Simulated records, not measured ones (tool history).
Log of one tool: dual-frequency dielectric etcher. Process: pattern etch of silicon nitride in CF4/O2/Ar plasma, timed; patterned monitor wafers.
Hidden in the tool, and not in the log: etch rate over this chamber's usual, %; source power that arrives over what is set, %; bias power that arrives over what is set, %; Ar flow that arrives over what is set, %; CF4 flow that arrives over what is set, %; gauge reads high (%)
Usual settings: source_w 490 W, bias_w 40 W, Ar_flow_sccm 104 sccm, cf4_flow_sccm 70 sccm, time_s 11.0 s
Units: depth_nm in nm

run,hour,source_w,bias_w,Ar_flow_sccm,cf4_flow_sccm,time_s,wafers since the last listed run,hours since the last wet clean,hours since the last source power generator calibration,hours since the last bias power generator calibration,hours since the last Ar flow controller change,hours since the last CF4 flow controller change,hours since the last upper electrode change,hours since the gauge calibration,"read-back reference wafer on the same gauge, depth_nm",depth_nm
1,0.0,490,40,104,70,11.0,0,437.6,3371.2,2331.8,5579.7,3693.1,1403.9,737.5,17.23,18.59
# hour 73.3: wet clean of the chamber
2,73.8,490,40,104,70,11.0,966,0.5,3445.0,2405.6,5653.5,3766.9,1477.7,811.3,17.18,17.84
3,145.5,490,40,104,70,11.0,1391,72.2,3516.7,2477.3,5725.2,3838.6,1549.4,883.0,17.20,17.96
4,187.1,490,40,104,70,11.0,807,113.8,3558.3,2518.9,5766.8,3880.2,1591.0,924.6,17.16,17.90
5,238.6,490,40,104,70,11.0,999,165.3,3609.8,2570.4,5818.3,3931.7,1642.5,976.1,17.20,18.06
6,343.9,490,40,104,70,11.0,2044,270.6,3715.1,2675.7,5923.6,4037.0,1747.8,1081.4,17.19,18.39
7,408.3,490,40,111,70,11.0,1250,335.0,3779.5,2740.1,5988.0,4101.4,1812.2,1145.8,17.21,18.22
8,452.8,490,40,111,70,11.0,863,379.5,3824.0,2784.6,6032.5,4145.9,1856.7,1190.3,17.22,18.22
# hour 506.5: bias power generator calibrated
9,553.9,490,40,111,70,11.0,1884,480.6,3925.1,47.4,6133.6,4247.0,1957.8,1291.4,17.18,18.55
# hour 580.2: wet clean of the chamber
10,612.5,490,40,104,70,11.0,671,32.3,3983.7,106.0,6192.2,4305.6,2016.4,1350.0,17.19,17.93
11,687.2,490,40,104,70,11.0,1450,107.0,4058.4,180.7,6266.9,4380.3,2091.1,1424.7,17.20,18.02
# hour 710.8: CF4 flow controller replaced
12,740.6,530,40,104,60,11.0,920,160.4,4111.8,234.1,6320.3,29.8,2144.5,1478.1,17.18,18.87
13,846.1,600,32,104,59,9.0,2047,265.9,4217.3,339.6,6425.8,135.3,2250.0,1583.6,17.25,15.44
# hour 887.3: upper electrode replaced, of another model than before
14,941.2,490,40,104,70,11.0,1380,361.0,4312.4,434.7,6520.9,230.4,53.9,1678.7,17.18,18.54
15,985.9,390,32,104,78,11.0,867,405.7,4357.1,479.4,6565.6,275.1,98.6,1723.4,17.21,14.15
# hour 1026.0: gauge calibrated
# hour 1035.9: wet clean of the chamber
# hour 1047.3: Ar flow controller replaced
# hour 1088.5: source power generator calibrated
16,1089.7,490,40,92,70,13.5,1354,53.8,1.2,583.2,42.4,378.9,202.4,63.7,17.23,21.81
17,1142.5,490,40,123,70,11.0,1024,106.6,54.0,636.0,95.2,431.7,255.2,116.5,17.20,17.15
18,1232.1,600,40,123,64,8.5,1739,196.2,143.6,725.6,184.8,521.3,344.8,206.1,17.13,14.57
19,1329.9,430,40,120,64,13.0,1898,294.0,241.4,823.4,282.6,619.1,442.6,303.9,17.20,19.72
# hour 1433.3: wet clean of the chamber
20,1433.8,490,40,104,70,11.0,1551,0.5,345.3,927.3,386.5,723.0,546.5,407.8,17.21,17.41

The next listed run, before its measurement:
21,1515.2,540,40,104,60,11.0,1580,81.9,426.7,1008.7,467.9,804.4,627.9,489.2,?,?

read-back reference wafer on the same gauge, depth_nm: 17.21
depth_nm: 18.20 nm
Without the tool's hidden state the same run would have given depth_nm 18.10 nm.

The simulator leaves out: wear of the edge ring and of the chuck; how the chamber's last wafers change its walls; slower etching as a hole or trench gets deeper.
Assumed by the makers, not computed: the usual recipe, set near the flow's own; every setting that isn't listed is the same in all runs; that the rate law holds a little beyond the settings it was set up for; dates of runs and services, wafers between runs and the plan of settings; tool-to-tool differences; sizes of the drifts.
